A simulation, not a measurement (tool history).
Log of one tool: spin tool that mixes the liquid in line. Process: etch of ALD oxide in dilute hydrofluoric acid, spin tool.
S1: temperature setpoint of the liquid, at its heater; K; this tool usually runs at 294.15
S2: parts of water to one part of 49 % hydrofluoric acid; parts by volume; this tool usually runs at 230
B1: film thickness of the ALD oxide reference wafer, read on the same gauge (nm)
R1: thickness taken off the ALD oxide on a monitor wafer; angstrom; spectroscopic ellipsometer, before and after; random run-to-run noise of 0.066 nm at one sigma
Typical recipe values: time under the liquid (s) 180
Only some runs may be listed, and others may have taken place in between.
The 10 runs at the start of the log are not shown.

At hour 114.9: hydrofluoric acid flow meter replaced.
Run 11, hour 115.4: usual settings but time under the liquid (s) 155; B1 130.02. Result: R1 72.6 angstrom.
Run 12, hour 125.2: usual settings but time under the liquid (s) 155; B1 130.02. Result: R1 71.4 angstrom.
Run 13, hour 133.9: usual settings; B1 130.02. Result: R1 84.6 angstrom.
Run 14, hour 151.3: usual settings but S1 299.15 K, S2 160 parts by volume, time under the liquid (s) 140; B1 129.93. Result: R1 122.9 angstrom.
Run 15, hour 172.7: usual settings; B1 129.97. Result: R1 84.9 angstrom.
Run 16, hour 187.8: usual settings but S1 296.15 K, S2 330 parts by volume, time under the liquid (s) 130; B1 130. Result: R1 41.8 angstrom.
Run 17, hour 201.3: usual settings but time under the liquid (s) 150; B1 130. Result: R1 69.8 angstrom.
Run 18, hour 212.1: usual settings but S1 298.15 K, S2 130 parts by volume; B1 130.02. Result: R1 195.6 angstrom.
At hour 223: thermometer replaced.
Run 19, hour 225.3: usual settings but S1 290.15 K, S2 315 parts by volume, time under the liquid (s) 95; B1 129.99. Result: R1 26.3 angstrom.
Run 20, hour 239.3: usual settings but S1 298.15 K, S2 270 parts by volume; B1 129.97. Result: R1 81.2 angstrom.
Run 21, hour 251.4: usual settings but S1 290.15 K, S2 285 parts by volume, time under the liquid (s) 245; B1 129.99. Result: R1 76.4 angstrom.
Run 22, hour 267.5: usual settings but S1 292.15 K, S2 135 parts by volume, time under the liquid (s) 250; B1 130.01. Result: R1 203.1 angstrom.
Run 23, hour 284.8: usual settings; B1 130.02. Result: R1 87.2 angstrom.
Run 24, hour 300: usual settings; B1 130.03. Result: R1 86.2 angstrom.
Run 25, hour 314.8: usual settings but S1 290.15 K, S2 275 parts by volume; B1 129.98. Result: R1 59.4 angstrom.
Run 26, hour 326.6: usual settings; B1 130.02. Result: R1 86.4 angstrom.
Run 27, hour 334.9: usual settings; B1 130.02. Result: R1 85.1 angstrom.
Run 28, hour 350.9: usual settings; B1 129.99. Result: R1 86 angstrom.
Run 29, hour 368.4: usual settings but S1 290.65 K, S2 300 parts by volume, time under the liquid (s) 75; B1 130.01. Result: R1 22.7 angstrom.
Run 30, hour 377.7: usual settings but S1 299.15 K, time under the liquid (s) 240; B1 130.03. Result: R1 140.1 angstrom.
Run 31, hour 391.5: usual settings; B1 130.03. Result: R1 86.4 angstrom.
Run 32, hour 403: usual settings but S1 290.15 K; B1 130. Result: R1 75.3 angstrom.
Run 33, hour 417.2: usual settings but S1 298.65 K, S2 125 parts by volume, time under the liquid (s) 275; B1 129.95. Result: R1 326.4 angstrom.
Run 34, hour 428.6: usual settings; B1 130. Result: R1 88.4 angstrom.

Forecast each of these 5 alternatives for the next run:
Run A, hour 429.1: usual settings but S1 296.15 K; B1 ?. Result: R1 ?.
Run B, hour 429.1: usual settings but S1 297.15 K, S2 145 parts by volume, time under the liquid (s) 125; B1 ?. Result: R1 ?.
Run C, hour 429.1: usual settings but time under the liquid (s) 265; B1 ?. Result: R1 ?.
Run D, hour 429.1: usual settings but S2 280 parts by volume, time under the liquid (s) 125; B1 ?. Result: R1 ?.
Run E, hour 429.1: usual settings but time under the liquid (s) 90; B1 ?. Result: R1 ?.

run      B1     R1
  A  130.07     95
  B  130.07  118.9
  C  130.07  129.9
  D  130.07     48
  E  130.07   44.1
With no hidden state in the tool, these same runs would have given:
run     R1
  A   90.7
  B  113.8
  C    124
  D   45.8
  E   42.1
